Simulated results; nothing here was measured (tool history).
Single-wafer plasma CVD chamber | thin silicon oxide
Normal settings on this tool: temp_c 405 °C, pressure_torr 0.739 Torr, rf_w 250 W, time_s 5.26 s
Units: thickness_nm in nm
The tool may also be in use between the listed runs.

run     day  temp_c  pressure_torr  rf_w  time_s  read-back reference wafer on the same gauge, thickness_nm  thickness_nm
  1       0     405          0.739   250    5.26                                                      9.944         9.716
  2   1.192     394          0.739   250    5.26                                                      9.941         9.702
  3   1.929     405          0.739   250    5.26                                                      9.962         9.649
      2.579  -- RF generator calibrated
      2.662  -- gauge calibrated
  4     3.3     405          0.739   250    5.26                                                      9.954         9.618
  5   4.238     405          0.739   250    5.61                                                      9.926        10.356
  6   5.408     405          0.739   250    5.61                                                      9.944        10.297
  7   6.675     405          0.739   250    5.61                                                      9.938        10.397
  8   7.525     405          0.739   250    5.26                                                      9.925         9.712
      8.521  -- thermocouple changed; heater temperature recalibrated
  9   8.746     405          0.739   250    5.26                                                      9.923          9.67
 10  10.088     405          0.739   250    5.26                                                      9.918         9.747
 11  11.004     399          0.804   295    5.26                                                      9.922        11.034
 12  11.725     405          0.739   250     4.9                                                      9.932         9.072
 13  12.454     394          0.739   270    5.26                                                      9.956        10.162
 14  13.379     399            0.6   205    5.26                                                       9.96         7.995
     14.033  -- capacitance manometer re-zeroed and calibrated
      14.65  -- showerhead replaced
 15  14.671     405          0.739   250    5.59                                                      9.948         9.784
 16  15.121     405          0.869   210    5.26                                                      9.935         9.791
 17  16.462     405          0.739   250    5.26                                                      9.945          9.16
 18  17.004     405          0.739   250    5.26                                                      9.931         9.164
 19  17.888     405          0.739   290     5.8                                                      9.937        10.647

The next listed run, before its measurement:
 20  18.45     405          0.739   250    5.61                                                          ?             ?

Run 20 yielded read-back reference wafer on the same gauge, thickness_nm 9.952, thickness_nm 9.816 nm.
With no hidden state in the tool, this same run would have given thickness_nm 9.896 nm.
